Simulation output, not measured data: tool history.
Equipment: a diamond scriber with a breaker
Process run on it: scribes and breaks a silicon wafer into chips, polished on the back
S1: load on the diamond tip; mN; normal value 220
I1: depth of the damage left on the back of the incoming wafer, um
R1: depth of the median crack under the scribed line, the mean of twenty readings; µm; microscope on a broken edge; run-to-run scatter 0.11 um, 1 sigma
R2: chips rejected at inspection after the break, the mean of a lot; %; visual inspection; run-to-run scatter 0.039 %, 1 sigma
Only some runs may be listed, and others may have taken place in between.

run	hour	S1	I1	R1	R2
1	0.0	265	0.04	9.21	2.37
2	31.6	265	0.02	9.14	2.31
3	67.5	265	0.03	9.54	2.71
4	83.5	220	0.02	8.61	0.89
5	118.1	220	0.03	8.40	0.93
6	152.5	242	0.04	8.73	1.65
7	179.0	242	0.04	8.98	1.71
8	197.9	242	0.04	8.96	1.67
9	220.4	267	0.03	9.29	2.93
10	238.3	220	0.01	8.63	1.00
11	272.8	220	0.04	8.52	1.09
12	306.0	220	0.04	8.58	1.08
13	338.0	199	0.03	8.11	0.77
14	356.6	220	0.02	8.56	1.08
# hour 372.0: load on the tip recalibrated
# hour 392.5: diamond tip replaced by a new one
15	393.0	220	0.01	8.01	0.72
16	404.3	220	0.05	7.92	0.62
17	432.7	170	0.04	6.98	2.11
18	450.7	237	0.02	8.28	0.85
19	480.3	206	0.02	7.76	0.82
20	502.9	206	0.01	7.85	0.76
21	531.6	206	0.02	7.73	0.76
22	564.5	195	0.03	7.57	0.96
23	586.4	252	0.04	8.92	1.42

Predict the results of run 24:
24	620.4	188	0.04	?	?

{"run 24": {"R1": 7.48, "R2": 1.11}}
The same run, on a tool lacking any hidden state, would have yielded R1 7.35 µm, R2 1.37 %.

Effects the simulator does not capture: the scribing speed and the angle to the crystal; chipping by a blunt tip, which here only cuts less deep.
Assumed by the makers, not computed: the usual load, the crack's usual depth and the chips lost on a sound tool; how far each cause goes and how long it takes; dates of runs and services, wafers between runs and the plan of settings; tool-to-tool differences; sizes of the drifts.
